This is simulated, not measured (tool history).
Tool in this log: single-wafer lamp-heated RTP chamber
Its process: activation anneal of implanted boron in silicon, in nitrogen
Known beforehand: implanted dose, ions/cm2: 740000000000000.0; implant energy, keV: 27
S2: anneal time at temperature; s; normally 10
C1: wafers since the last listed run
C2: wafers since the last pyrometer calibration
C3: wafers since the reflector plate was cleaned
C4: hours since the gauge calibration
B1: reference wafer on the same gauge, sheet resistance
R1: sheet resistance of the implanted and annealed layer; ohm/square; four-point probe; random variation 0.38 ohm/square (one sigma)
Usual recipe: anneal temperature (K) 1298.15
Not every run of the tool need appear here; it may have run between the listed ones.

Run 1, hour 0: usual settings but S2 6 s; C1 0; C2 3967; C3 358; C4 694.5; B1 163.44. Result: R1 160.99 ohm/square.
At hour 3.9: pyrometer window cleaned and pyrometer calibrated.
Run 2, hour 19.7: usual settings but anneal temperature (K) 1291.15, S2 14 s; C1 270; C2 270; C3 629; C4 714.2; B1 163.22. Result: R1 160.15 ohm/square.
Run 3, hour 40.6: usual settings but S2 12 s; C1 356; C2 627; C3 985; C4 735.1; B1 163.18. Result: R1 159.68 ohm/square.
Run 4, hour 55.9: usual settings; C1 261; C2 888; C3 1247; C4 750.4; B1 163.21. Result: R1 159.36 ohm/square.
Run 5, hour 73.9: usual settings; C1 307; C2 1195; C3 1554; C4 768.4; B1 163.16. Result: R1 159.88 ohm/square.
Run 6, hour 174.4: usual settings; C1 1716; C2 2912; C3 3271; C4 868.9; B1 162.78. Result: R1 158.82 ohm/square.
Run 7, hour 200.4: usual settings but S2 8 s; C1 444; C2 3356; C3 3715; C4 894.9; B1 162.7. Result: R1 159.91 ohm/square.
Run 8, hour 217.5: usual settings but anneal temperature (K) 1312.15; C1 292; C2 3648; C3 4007; C4 912; B1 162.57. Result: R1 157.17 ohm/square.
At hour 237.2: pyrometer window cleaned and pyrometer calibrated.
Run 9, hour 238.6: usual settings but anneal temperature (K) 1312.15; C1 223; C2 24; C3 4231; C4 933.1; B1 162.51. Result: R1 157.26 ohm/square.
Run 10, hour 266.6: usual settings but anneal temperature (K) 1312.15; C1 478; C2 502; C3 4709; C4 961.1; B1 162.38. Result: R1 157.05 ohm/square.
Run 11, hour 289.9: usual settings but S2 9 s; C1 397; C2 900; C3 5107; C4 984.4; B1 162.34. Result: R1 158.1 ohm/square.
Run 12, hour 324.6: usual settings but S2 9 s; C1 592; C2 1493; C3 5700; C4 1019.1; B1 162.14. Result: R1 158.1 ohm/square.
Run 13, hour 353.2: usual settings but S2 9 s; C1 488; C2 1981; C3 6188; C4 1047.7; B1 162.14. Result: R1 159.04 ohm/square.
Run 14, hour 373.9: usual settings; C1 353; C2 2335; C3 6542; C4 1068.4; B1 161.99. Result: R1 158.38 ohm/square.
At hour 394.6: gauge calibrated.
Run 15, hour 395.7: usual settings; C1 372; C2 2707; C3 6914; C4 1.1; B1 166.53. Result: R1 163.1 ohm/square.
At hour 445: pyrometer window cleaned and pyrometer calibrated.
Run 16, hour 502.9: usual settings; C1 1694; C2 989; C3 8608; C4 108.3; B1 166.06. Result: R1 162.27 ohm/square.
Run 17, hour 525.9: usual settings but anneal temperature (K) 1309.15, S2 12 s; C1 392; C2 1382; C3 9001; C4 131.3; B1 165.96. Result: R1 160.77 ohm/square.
At hour 544.4: reflector plate cleaned.
Run 18, hour 589.5: usual settings but anneal temperature (K) 1327.15, S2 13 s; C1 949; C2 2332; C3 769; C4 194.9; B1 165.71. Result: R1 159.05 ohm/square.
Run 19, hour 618.3: usual settings but anneal temperature (K) 1274.15, S2 14 s; C1 491; C2 2824; C3 1261; C4 223.7; B1 165.69. Result: R1 165.89 ohm/square.
Run 20, hour 652.8: usual settings but anneal temperature (K) 1314.15; C1 589; C2 3413; C3 1850; C4 258.2; B1 165.54. Result: R1 160.27 ohm/square.
Run 21, hour 668.8: usual settings but anneal temperature (K) 1327.15, S2 5 s; C1 273; C2 3686; C3 2124; C4 274.2; B1 165.51. Result: R1 160.03 ohm/square.
At hour 680.8: pyrometer window cleaned and pyrometer calibrated.
Run 22, hour 695.2: usual settings but anneal temperature (K) 1281.15, S2 14 s; C1 314; C2 245; C3 2438; C4 300.6; B1 165.4. Result: R1 164.11 ohm/square.
Run 23, hour 715.5: usual settings but anneal temperature (K) 1277.15, S2 5 s; C1 346; C2 592; C3 2785; C4 320.9; B1 165.29. Result: R1 168.44 ohm/square.
Run 24, hour 745.9: usual settings but anneal temperature (K) 1288.15, S2 15 s; C1 519; C2 1111; C3 3304; C4 351.3; B1 165.13. Result: R1 161.92 ohm/square.
Run 25, hour 776.4: usual settings but anneal temperature (K) 1279.15, S2 13 s; C1 520; C2 1632; C3 3825; C4 381.8; B1 165.06. Result: R1 164.22 ohm/square.
Run 26, hour 802.9: usual settings but anneal temperature (K) 1281.15, S2 6 s; C1 452; C2 2085; C3 4277; C4 408.3; B1 164.98. Result: R1 165.99 ohm/square.
Run 27, hour 831.9: usual settings but anneal temperature (K) 1327.15, S2 13 s; C1 495; C2 2580; C3 4773; C4 437.3; B1 164.84. Result: R1 158.78 ohm/square.
Run 28, hour 864.9: usual settings but anneal temperature (K) 1277.15, S2 7 s; C1 563; C2 3144; C3 5336; C4 470.3; B1 164.73. Result: R1 166.96 ohm/square.
Run 29, hour 888.2: usual settings but anneal temperature (K) 1274.15, S2 14 s; C1 397; C2 3542; C3 5734; C4 493.6; B1 164.6. Result: R1 165.29 ohm/square.
At hour 901.4: pyrometer window cleaned and pyrometer calibrated.
Run 30, hour 912.3: usual settings; C1 274; C2 185; C3 6009; C4 517.7; B1 164.49. Result: R1 160.9 ohm/square.
Run 31, hour 995.8: usual settings but anneal temperature (K) 1327.15, S2 8 s; C1 1426; C2 1612; C3 7436; C4 601.2; B1 164.34. Result: R1 159.12 ohm/square.
Run 32, hour 1030.1: usual settings; C1 585; C2 2198; C3 8021; C4 635.5; B1 164.17. Result: R1 160.45 ohm/square.
Run 33, hour 1053.5: usual settings; C1 399; C2 2597; C3 8421; C4 658.9; B1 164.02. Result: R1 160.44 ohm/square.
Run 34, hour 1089.3: usual settings but anneal temperature (K) 1320.15; C1 611; C2 3209; C3 9033; C4 694.7; B1 163.88. Result: R1 157.78 ohm/square.

Each row is a separate what-if for the run after 34, all from the same tool condition, not one after another. Results?
Run A, hour 1089.7: usual settings; C1 6; C2 3216; C3 9039; C4 695.1; B1 ?. Result: R1 ?.
Run B, hour 1089.7: usual settings but S2 5 s; C1 6; C2 3216; C3 9039; C4 695.1; B1 ?. Result: R1 ?.
Run C, hour 1089.7: usual settings but anneal temperature (K) 1283.15, S2 14 s; C1 6; C2 3216; C3 9039; C4 695.1; B1 ?. Result: R1 ?.
Run D, hour 1089.7: usual settings but anneal temperature (K) 1275.15; C1 6; C2 3216; C3 9039; C4 695.1; B1 ?. Result: R1 ?.
Run E, hour 1089.7: usual settings but anneal temperature (K) 1270.15, S2 13 s; C1 6; C2 3216; C3 9039; C4 695.1; B1 ?. Result: R1 ?.

run      B1      R1
  A  163.89   160.1
  B  163.89  161.14
  C  163.89  162.02
  D  163.89  165.44
  E  163.89  166.64
With no hidden state in the tool, these same runs would have given:
run      R1
  A  162.13
  B  163.18
  C  164.08
  D  167.54
  E  168.75
